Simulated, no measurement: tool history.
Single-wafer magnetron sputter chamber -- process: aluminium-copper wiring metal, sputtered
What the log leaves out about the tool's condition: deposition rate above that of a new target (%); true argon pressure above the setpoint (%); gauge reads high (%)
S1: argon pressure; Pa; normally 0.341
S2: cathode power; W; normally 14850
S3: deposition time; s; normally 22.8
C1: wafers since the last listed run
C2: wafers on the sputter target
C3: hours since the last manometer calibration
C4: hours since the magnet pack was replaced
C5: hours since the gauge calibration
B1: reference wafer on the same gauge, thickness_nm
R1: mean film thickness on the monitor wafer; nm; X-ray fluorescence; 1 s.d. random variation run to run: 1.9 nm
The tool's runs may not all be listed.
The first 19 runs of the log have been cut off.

run 20 day=12.083 | S1=0.238 S2=16200 S3=18.7 | C1=257 C2=5354 C3=2516.1 C4=134.2 C5=183.2 | B1=729.676 | R1=572.708
-- day=14.121 capacitance manometer re-zeroed and calibrated
run 21 day=14.175 | S1=0.341 S2=14850 S3=22.8 | C1=714 C2=6068 C3=1.3 C4=184.4 C5=233.4 | B1=729.858 | R1=619.478
run 22 day=14.55 | S1=0.341 S2=14850 S3=22.8 | C1=152 C2=6221 C3=10.3 C4=193.4 C5=242.4 | B1=729.584 | R1=617.832
-- day=15.421 sputter target and shields replaced
run 23 day=15.442 | S1=0.341 S2=17850 S3=22.8 | C1=226 C2=8 C3=31.7 C4=214.8 C5=263.8 | B1=729.789 | R1=746.477
run 24 day=15.867 | S1=0.207 S2=17550 S3=19.4 | C1=172 C2=181 C3=41.9 C4=225 C5=274 | B1=729.585 | R1=656.58
run 25 day=16.421 | S1=0.341 S2=14850 S3=19.3 | C1=225 C2=406 C3=55.2 C4=238.3 C5=287.3 | B1=729.741 | R1=525.165
run 26 day=17.125 | S1=0.341 S2=14850 S3=22.8 | C1=286 C2=692 C3=72.1 C4=255.2 C5=304.2 | B1=729.869 | R1=617.929
run 27 day=17.838 | S1=0.258 S2=13700 S3=22.8 | C1=289 C2=982 C3=89.2 C4=272.3 C5=321.3 | B1=730.164 | R1=588.078
run 28 day=18.104 | S1=0.341 S2=14850 S3=22.8 | C1=108 C2=1090 C3=95.6 C4=278.7 C5=327.7 | B1=730.001 | R1=615.01
run 29 day=18.758 | S1=0.341 S2=14850 S3=18.8 | C1=265 C2=1356 C3=111.3 C4=294.4 C5=343.4 | B1=729.711 | R1=510.93
run 30 day=19.858 | S1=0.341 S2=14850 S3=27.1 | C1=447 C2=1803 C3=137.7 C4=320.8 C5=369.8 | B1=730.098 | R1=734.138
run 31 day=20.117 | S1=0.423 S2=12350 S3=19.4 | C1=104 C2=1908 C3=143.9 C4=327 C5=376 | B1=730.534 | R1=423.138
run 32 day=20.383 | S1=0.466 S2=17800 S3=24.9 | C1=108 C2=2016 C3=150.3 C4=333.4 C5=382.4 | B1=729.986 | R1=772.81
run 33 day=20.675 | S1=0.457 S2=14850 S3=19.8 | C1=118 C2=2135 C3=157.3 C4=340.4 C5=389.4 | B1=730.039 | R1=514.285
-- day=20.988 gauge calibrated
run 34 day=21.329 | S1=0.341 S2=14850 S3=22.8 | C1=265 C2=2401 C3=173 C4=356.1 C5=8.2 | B1=729.588 | R1=619.905
run 35 day=21.758 | S1=0.248 S2=17700 S3=22.8 | C1=174 C2=2575 C3=183.3 C4=366.4 C5=18.5 | B1=730.871 | R1=763.989
run 36 day=22.054 | S1=0.341 S2=14850 S3=22.8 | C1=120 C2=2695 C3=190.4 C4=373.5 C5=25.6 | B1=729.973 | R1=620.254

Here are 3 independent what-if runs from the current tool condition. What would each one return?
run A day=22.071 | S1=0.341 S2=16450 S3=22.8 | C1=6 C2=2702 C3=190.8 C4=373.9 C5=26 | B1=? | R1=?
run B day=22.071 | S1=0.456 S2=13400 S3=18.8 | C1=6 C2=2702 C3=190.8 C4=373.9 C5=26 | B1=? | R1=?
run C day=22.071 | S1=0.341 S2=17950 S3=25.1 | C1=6 C2=2702 C3=190.8 C4=373.9 C5=26 | B1=? | R1=?

run=A B1=729.39 R1=686.404
run=B B1=729.39 R1=441.555
run=C B1=729.39 R1=824.55
Had the tool no hidden state, the same runs would have come out as:
run=A R1=686.404
run=B R1=441.555
run=C R1=824.55

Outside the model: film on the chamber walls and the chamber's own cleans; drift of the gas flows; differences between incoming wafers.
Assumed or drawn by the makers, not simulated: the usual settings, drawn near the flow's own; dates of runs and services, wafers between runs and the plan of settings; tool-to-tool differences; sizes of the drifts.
